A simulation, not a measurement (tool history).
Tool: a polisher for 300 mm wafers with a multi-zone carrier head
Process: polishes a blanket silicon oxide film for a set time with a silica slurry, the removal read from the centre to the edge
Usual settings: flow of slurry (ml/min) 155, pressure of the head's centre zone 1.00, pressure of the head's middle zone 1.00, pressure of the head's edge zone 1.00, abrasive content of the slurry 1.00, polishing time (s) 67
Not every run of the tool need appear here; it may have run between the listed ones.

| run | day | flow of slurry (ml/min) | pressure of the head's centre zone | pressure of the head's middle zone | pressure of the head's edge zone | abrasive content of the slurry | polishing time (s) | incoming thickness of the incoming film, nm | film removed at the wafer's centre (nm) | film removed at mid-radius (nm) | film removed at the wafer's edge (nm) |
|---|---|---|---|---|---|---|---|---|---|---|---|
| 1 | 0.000 | 140 | 1.00 | 1.04 | 1.00 | 1.00 | 67 | 1275.0 | 152.8 | 162.2 | 153.3 |
| 2 | 3.050 | 155 | 1.00 | 1.00 | 1.00 | 1.00 | 67 | 1274.5 | 154.1 | 155.1 | 155.5 |
| 3 | 4.871 | 155 | 1.00 | 1.00 | 1.00 | 1.00 | 67 | 1262.4 | 156.6 | 157.7 | 154.4 |
| 4 | 7.367 | 155 | 1.00 | 1.00 | 1.00 | 1.00 | 67 | 1246.4 | 156.1 | 158.8 | 154.2 |
| 5 | 9.717 | 155 | 1.00 | 1.00 | 1.00 | 1.00 | 67 | 1272.8 | 156.1 | 156.9 | 159.4 |
| 6 | 12.229 | 155 | 1.00 | 1.00 | 1.00 | 1.00 | 67 | 1275.6 | 155.5 | 155.2 | 155.0 |
| 7 | 16.250 | 155 | 1.00 | 1.00 | 1.00 | 1.00 | 67 | 1260.1 | 151.6 | 154.1 | 155.1 |
| 8 | 20.733 | 155 | 1.00 | 1.00 | 1.00 | 1.00 | 67 | 1248.0 | 158.9 | 158.6 | 154.7 |
| 9 | 24.821 | 155 | 1.00 | 1.00 | 1.00 | 1.00 | 67 | 1249.2 | 154.8 | 159.3 | 156.2 |
| 10 | 27.408 | 155 | 1.00 | 1.06 | 0.88 | 1.00 | 67 | 1245.2 | 152.6 | 166.4 | 148.9 |
| 11 | 30.804 | 155 | 1.07 | 1.00 | 1.00 | 1.00 | 55 | 1247.5 | 134.6 | 130.9 | 128.6 |
| 12 | 33.821 | 185 | 1.00 | 1.00 | 1.00 | 1.25 | 67 | 1254.1 | 170.4 | 173.0 | 169.8 |
| 13 | 35.442 | 100 | 1.00 | 1.00 | 0.94 | 1.00 | 56 | 1236.5 | 120.1 | 126.8 | 122.0 |
| 14 | 38.854 | 155 | 1.00 | 1.00 | 1.00 | 1.00 | 67 | 1250.2 | 155.1 | 159.1 | 155.2 |
| 15 | 41.633 | 155 | 1.03 | 1.00 | 0.89 | 1.20 | 75 | 1247.8 | 194.2 | 190.1 | 177.0 |

The log once held 10 entries between its listed runs, left out of this copy. Where does each go, and what is different about the tool's unlogged condition between the listed run before it and the listed run after it?
Between runs 2 and 3: worn pad replaced by a new one (day 3.975)
  nothing in the hidden state changes from one run to the other
Between runs 6 and 7: worn pad replaced by a new one (day 13.150); centre zone pressure recalibrated (day 14.250)
  nothing in the hidden state changes from one run to the other
Between runs 8 and 9: worn pad replaced by a new one (day 22.467); slurry nozzle cleaned (day 22.583)
  nothing in the hidden state changes from one run to the other
Between runs 10 and 11: edge zone pressure recalibrated (day 28.579); centre zone pressure recalibrated (day 29.862)
  nothing in the hidden state changes from one run to the other
Between runs 11 and 12: carrier head's membrane replaced by a new one (day 31.221); worn pad replaced by a new one (day 31.912)
  nothing in the hidden state changes from one run to the other
Between runs 14 and 15: worn pad replaced by a new one (day 39.388)
  nothing in the hidden state changes from one run to the other

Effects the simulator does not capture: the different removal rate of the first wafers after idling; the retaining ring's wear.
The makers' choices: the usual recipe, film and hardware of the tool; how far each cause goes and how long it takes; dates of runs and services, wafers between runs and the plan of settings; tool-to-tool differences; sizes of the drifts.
